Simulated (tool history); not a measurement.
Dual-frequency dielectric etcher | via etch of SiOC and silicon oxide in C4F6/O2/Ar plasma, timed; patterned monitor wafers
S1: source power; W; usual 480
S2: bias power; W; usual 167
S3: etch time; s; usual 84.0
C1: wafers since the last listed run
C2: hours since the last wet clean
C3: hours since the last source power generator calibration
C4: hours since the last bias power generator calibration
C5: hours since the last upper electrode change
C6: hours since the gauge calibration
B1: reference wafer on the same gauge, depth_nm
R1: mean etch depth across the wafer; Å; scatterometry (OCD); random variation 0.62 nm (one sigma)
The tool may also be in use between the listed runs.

| run | hour | S1 | S2 | S3 | C1 | C2 | C3 | C4 | C5 | C6 | B1 | R1 |
|---|---|---|---|---|---|---|---|---|---|---|---|---|
| 1 | 0.0 | 480 | 167 | 84.0 | 0 | 567.7 | 1174.3 | 3659.0 | 4836.7 | 806.9 | 107.9 | 979 |
|  | 46.9 | wet clean of the chamber |
| 2 | 56.7 | 480 | 167 | 84.0 | 341 | 9.8 | 1231.0 | 3715.7 | 4893.4 | 863.6 | 107.2 | 977 |
| 3 | 86.7 | 480 | 167 | 70.0 | 313 | 39.8 | 1261.0 | 3745.7 | 4923.4 | 893.6 | 107.7 | 819 |
| 4 | 181.9 | 480 | 151 | 84.0 | 993 | 135.0 | 1356.2 | 3840.9 | 5018.6 | 988.8 | 107.7 | 969 |
| 5 | 248.6 | 480 | 151 | 84.0 | 696 | 201.7 | 1422.9 | 3907.6 | 5085.3 | 1055.5 | 107.7 | 961 |
|  | 256.2 | source power generator calibrated |
| 6 | 288.0 | 480 | 151 | 84.0 | 369 | 241.1 | 31.8 | 3947.0 | 5124.7 | 1094.9 | 107.4 | 972 |
|  | 290.6 | gauge calibrated |
| 7 | 323.7 | 480 | 167 | 90.5 | 372 | 276.8 | 67.5 | 3982.7 | 5160.4 | 33.1 | 107.4 | 1081 |
|  | 362.9 | bias power generator calibrated |
| 8 | 393.9 | 480 | 167 | 84.0 | 691 | 347.0 | 137.7 | 31.0 | 5230.6 | 103.3 | 107.5 | 1003 |
| 9 | 447.4 | 480 | 167 | 84.0 | 558 | 400.5 | 191.2 | 84.5 | 5284.1 | 156.8 | 107.6 | 1012 |
| 10 | 542.7 | 420 | 167 | 94.0 | 994 | 495.8 | 286.5 | 179.8 | 5379.4 | 252.1 | 107.8 | 1064 |
|  | 583.6 | wet clean of the chamber |
| 11 | 584.1 | 580 | 140 | 84.0 | 181 | 0.5 | 327.9 | 221.2 | 5420.8 | 293.5 | 107.5 | 1044 |
| 12 | 621.1 | 550 | 137 | 84.0 | 386 | 37.5 | 364.9 | 258.2 | 5457.8 | 330.5 | 107.7 | 1021 |
|  | 671.9 | source power generator calibrated, repeated, since the last time left the tool worse |
| 13 | 675.5 | 480 | 167 | 84.0 | 526 | 91.9 | 3.6 | 312.6 | 5512.2 | 384.9 | 107.5 | 985 |
|  | 781.4 | upper electrode replaced |
| 14 | 794.6 | 530 | 137 | 68.5 | 992 | 211.0 | 122.7 | 431.7 | 13.2 | 504.0 | 107.9 | 792 |
| 15 | 853.4 | 530 | 137 | 68.5 | 613 | 269.8 | 181.5 | 490.5 | 72.0 | 562.8 | 107.6 | 794 |
| 16 | 897.9 | 480 | 205 | 60.0 | 464 | 314.3 | 226.0 | 535.0 | 116.5 | 607.3 | 107.5 | 740 |
| 17 | 963.8 | 480 | 167 | 84.0 | 687 | 380.2 | 291.9 | 600.9 | 182.4 | 673.2 | 107.2 | 977 |
| 18 | 990.5 | 450 | 167 | 84.0 | 278 | 406.9 | 318.6 | 627.6 | 209.1 | 699.9 | 107.4 | 950 |
| 19 | 1015.9 | 480 | 167 | 106.0 | 265 | 432.3 | 344.0 | 653.0 | 234.5 | 725.3 | 107.7 | 1233 |
|  | 1055.9 | wet clean of the chamber |
| 20 | 1056.4 | 560 | 167 | 63.0 | 172 | 0.5 | 384.5 | 693.5 | 275.0 | 765.8 | 107.7 | 784 |
| 21 | 1144.1 | 480 | 167 | 65.5 | 915 | 88.2 | 472.2 | 781.2 | 362.7 | 853.5 | 107.7 | 767 |
| 22 | 1186.0 | 380 | 167 | 66.0 | 437 | 130.1 | 514.1 | 823.1 | 404.6 | 895.4 | 107.4 | 699 |
| 23 | 1225.0 | 480 | 199 | 84.0 | 407 | 169.1 | 553.1 | 862.1 | 443.6 | 934.4 | 107.5 | 1028 |
| 24 | 1260.0 | 480 | 167 | 84.0 | 365 | 204.1 | 588.1 | 897.1 | 478.6 | 969.4 | 107.6 | 981 |
| 25 | 1323.9 | 560 | 180 | 69.0 | 667 | 268.0 | 652.0 | 961.0 | 542.5 | 1033.3 | 107.8 | 871 |
| 26 | 1367.7 | 560 | 192 | 106.5 | 457 | 311.8 | 695.8 | 1004.8 | 586.3 | 1077.1 | 107.7 | 1384 |
| 27 | 1523.9 | 410 | 149 | 84.0 | 1630 | 468.0 | 852.0 | 1161.0 | 742.5 | 1233.3 | 107.6 | 890 |
|  | 1560.0 | gauge calibrated |
| 28 | 1573.1 | 530 | 208 | 105.5 | 513 | 517.2 | 901.2 | 1210.2 | 791.7 | 13.1 | 107.9 | 1376 |

5 ways to go on from here, each from the tool as it stands after run 28. What would each give?
| A | 1573.5 | 480 | 167 | 84.0 | 4 | 517.6 | 901.6 | 1210.6 | 792.1 | 13.5 | ? | ? |
| B | 1573.5 | 430 | 204 | 84.0 | 4 | 517.6 | 901.6 | 1210.6 | 792.1 | 13.5 | ? | ? |
| C | 1573.5 | 580 | 167 | 91.5 | 4 | 517.6 | 901.6 | 1210.6 | 792.1 | 13.5 | ? | ? |
| D | 1573.5 | 480 | 137 | 68.5 | 4 | 517.6 | 901.6 | 1210.6 | 792.1 | 13.5 | ? | ? |
| E | 1573.5 | 520 | 167 | 84.0 | 4 | 517.6 | 901.6 | 1210.6 | 792.1 | 13.5 | ? | ? |

| run | B1 | R1 |
|---|---|---|
| A | 107.6 | 985 |
| B | 107.6 | 991 |
| C | 107.6 | 1165 |
| D | 107.6 | 764 |
| E | 107.6 | 1020 |
Without the tool's hidden state the same runs would have given:
| run | R1 |
|---|---|
| A | 978 |
| B | 984 |
| C | 1156 |
| D | 758 |
| E | 1012 |

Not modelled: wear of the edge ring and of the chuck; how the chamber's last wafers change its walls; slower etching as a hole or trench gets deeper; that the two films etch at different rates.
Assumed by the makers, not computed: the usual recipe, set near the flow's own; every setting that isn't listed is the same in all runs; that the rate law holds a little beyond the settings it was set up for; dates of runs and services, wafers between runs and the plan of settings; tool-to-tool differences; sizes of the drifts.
